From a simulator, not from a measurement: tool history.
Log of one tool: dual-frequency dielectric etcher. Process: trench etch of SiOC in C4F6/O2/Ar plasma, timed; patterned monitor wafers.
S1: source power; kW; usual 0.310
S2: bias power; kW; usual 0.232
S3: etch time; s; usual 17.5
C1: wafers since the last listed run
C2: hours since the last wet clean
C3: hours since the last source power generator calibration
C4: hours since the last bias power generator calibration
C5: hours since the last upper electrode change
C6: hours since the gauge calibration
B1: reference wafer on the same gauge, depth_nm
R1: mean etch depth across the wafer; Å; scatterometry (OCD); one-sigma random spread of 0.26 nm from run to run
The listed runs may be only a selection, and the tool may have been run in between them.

run 1 day=0.000 | S1=0.310 S2=0.232 S3=17.5 | C1=0 C2=270.4 C3=2857.1 C4=2715.7 C5=3260.1 C6=1574.6 | B1=39.11 | R1=395.8
run 2 day=1.575 | S1=0.310 S2=0.232 S3=17.5 | C1=598 C2=308.2 C3=2894.9 C4=2753.5 C5=3297.9 C6=1612.4 | B1=39.14 | R1=395.5
run 3 day=3.379 | S1=0.310 S2=0.232 S3=17.5 | C1=686 C2=351.5 C3=2938.2 C4=2796.8 C5=3341.2 C6=1655.7 | B1=39.05 | R1=396.1
-- day=6.362 wet clean of the chamber
run 4 day=6.383 | S1=0.310 S2=0.213 S3=17.5 | C1=762 C2=0.5 C3=3010.3 C4=2868.9 C5=3413.3 C6=1727.8 | B1=39.07 | R1=375.7
-- day=8.083 upper electrode replaced
run 5 day=8.358 | S1=0.310 S2=0.213 S3=17.5 | C1=370 C2=47.9 C3=3057.7 C4=2916.3 C5=6.6 C6=1775.2 | B1=39.18 | R1=375.3
run 6 day=11.133 | S1=0.310 S2=0.213 S3=17.5 | C1=1055 C2=114.5 C3=3124.3 C4=2982.9 C5=73.2 C6=1841.8 | B1=39.11 | R1=377.9
run 7 day=13.779 | S1=0.310 S2=0.232 S3=17.5 | C1=1006 C2=178.0 C3=3187.8 C4=3046.4 C5=136.7 C6=1905.3 | B1=39.12 | R1=397.0
run 8 day=20.488 | S1=0.310 S2=0.232 S3=17.5 | C1=2550 C2=339.0 C3=3348.8 C4=3207.4 C5=297.7 C6=2066.3 | B1=39.16 | R1=395.4
-- day=26.017 wet clean of the chamber
run 9 day=29.462 | S1=0.350 S2=0.284 S3=13.0 | C1=3032 C2=82.7 C3=3564.2 C4=3422.8 C5=513.1 C6=2281.7 | B1=39.09 | R1=340.7
run 10 day=30.788 | S1=0.260 S2=0.179 S3=20.5 | C1=503 C2=114.5 C3=3596.0 C4=3454.6 C5=544.9 C6=2313.5 | B1=39.07 | R1=380.3
run 11 day=39.054 | S1=0.310 S2=0.232 S3=17.5 | C1=3143 C2=312.9 C3=3794.4 C4=3653.0 C5=743.3 C6=2511.9 | B1=39.13 | R1=393.2
-- day=39.700 gauge calibrated
run 12 day=40.288 | S1=0.310 S2=0.232 S3=17.5 | C1=468 C2=342.5 C3=3824.0 C4=3682.6 C5=772.9 C6=14.1 | B1=39.11 | R1=398.3
run 13 day=41.575 | S1=0.260 S2=0.232 S3=13.5 | C1=489 C2=373.4 C3=3854.9 C4=3713.5 C5=803.8 C6=45.0 | B1=39.15 | R1=290.6
run 14 day=44.383 | S1=0.310 S2=0.232 S3=17.5 | C1=1067 C2=440.8 C3=3922.3 C4=3780.9 C5=871.2 C6=112.4 | B1=39.13 | R1=394.6
run 15 day=45.467 | S1=0.230 S2=0.232 S3=21.0 | C1=411 C2=466.8 C3=3948.3 C4=3806.9 C5=897.2 C6=138.4 | B1=39.08 | R1=436.9
-- day=46.142 source power generator calibrated
-- day=47.346 wet clean of the chamber
-- day=48.550 bias power generator calibrated
run 16 day=48.571 | S1=0.340 S2=0.276 S3=12.5 | C1=673 C2=29.4 C3=58.3 C4=0.5 C5=971.7 C6=212.9 | B1=39.06 | R1=318.0
run 17 day=49.521 | S1=0.310 S2=0.202 S3=17.5 | C1=361 C2=52.2 C3=81.1 C4=23.3 C5=994.5 C6=235.7 | B1=39.12 | R1=365.8
run 18 day=51.554 | S1=0.310 S2=0.232 S3=17.5 | C1=773 C2=101.0 C3=129.9 C4=72.1 C5=1043.3 C6=284.5 | B1=39.12 | R1=389.8
run 19 day=53.929 | S1=0.240 S2=0.278 S3=20.0 | C1=903 C2=158.0 C3=186.9 C4=129.1 C5=1100.3 C6=341.5 | B1=39.09 | R1=461.7
run 20 day=55.262 | S1=0.260 S2=0.232 S3=17.5 | C1=506 C2=190.0 C3=218.9 C4=161.1 C5=1132.3 C6=373.5 | B1=39.10 | R1=377.5
run 21 day=56.696 | S1=0.260 S2=0.213 S3=15.0 | C1=545 C2=224.4 C3=253.3 C4=195.5 C5=1166.7 C6=407.9 | B1=39.06 | R1=303.2
run 22 day=59.108 | S1=0.240 S2=0.193 S3=13.0 | C1=917 C2=282.3 C3=311.2 C4=253.4 C5=1224.6 C6=465.8 | B1=39.12 | R1=244.9
run 23 day=61.133 | S1=0.310 S2=0.232 S3=17.5 | C1=769 C2=330.9 C3=359.8 C4=302.0 C5=1273.2 C6=514.4 | B1=39.13 | R1=398.7
run 24 day=62.433 | S1=0.270 S2=0.274 S3=22.5 | C1=494 C2=362.1 C3=391.0 C4=333.2 C5=1304.4 C6=545.6 | B1=39.08 | R1=536.4
run 25 day=64.704 | S1=0.370 S2=0.186 S3=20.0 | C1=863 C2=416.6 C3=445.5 C4=387.7 C5=1358.9 C6=600.1 | B1=39.14 | R1=425.2
-- day=65.879 wet clean of the chamber
run 26 day=66.133 | S1=0.310 S2=0.250 S3=17.5 | C1=163 C2=6.1 C3=479.8 C4=422.0 C5=1393.2 C6=634.4 | B1=39.07 | R1=411.0
run 27 day=67.604 | S1=0.240 S2=0.178 S3=17.5 | C1=559 C2=41.4 C3=515.1 C4=457.3 C5=1428.5 C6=669.7 | B1=39.12 | R1=315.1
run 28 day=69.983 | S1=0.350 S2=0.278 S3=15.5 | C1=904 C2=98.5 C3=572.2 C4=514.4 C5=1485.6 C6=726.8 | B1=39.12 | R1=402.8
run 29 day=72.446 | S1=0.250 S2=0.247 S3=15.0 | C1=936 C2=157.6 C3=631.3 C4=573.5 C5=1544.7 C6=785.9 | B1=39.06 | R1=327.8

Across each entry between runs, compare the hidden state at the last listed run before it with the hidden state at the first listed run after it:
Between runs 3 and 4: wet clean of the chamber (day 6.362)
  no hidden state differs between the two runs
Between runs 4 and 5: upper electrode replaced (day 8.083)
  no hidden state differs between the two runs
Between runs 8 and 9: wet clean of the chamber (day 26.017)
  no hidden state differs between the two runs
Between runs 11 and 12: gauge calibrated (day 39.700)
  no hidden state differs between the two runs
Between runs 15 and 16: source power generator calibrated (day 46.142); wet clean of the chamber (day 47.346); bias power generator calibrated (day 48.550)
  no hidden state differs between the two runs
Between runs 25 and 26: wet clean of the chamber (day 65.879)
  no hidden state differs between the two runs
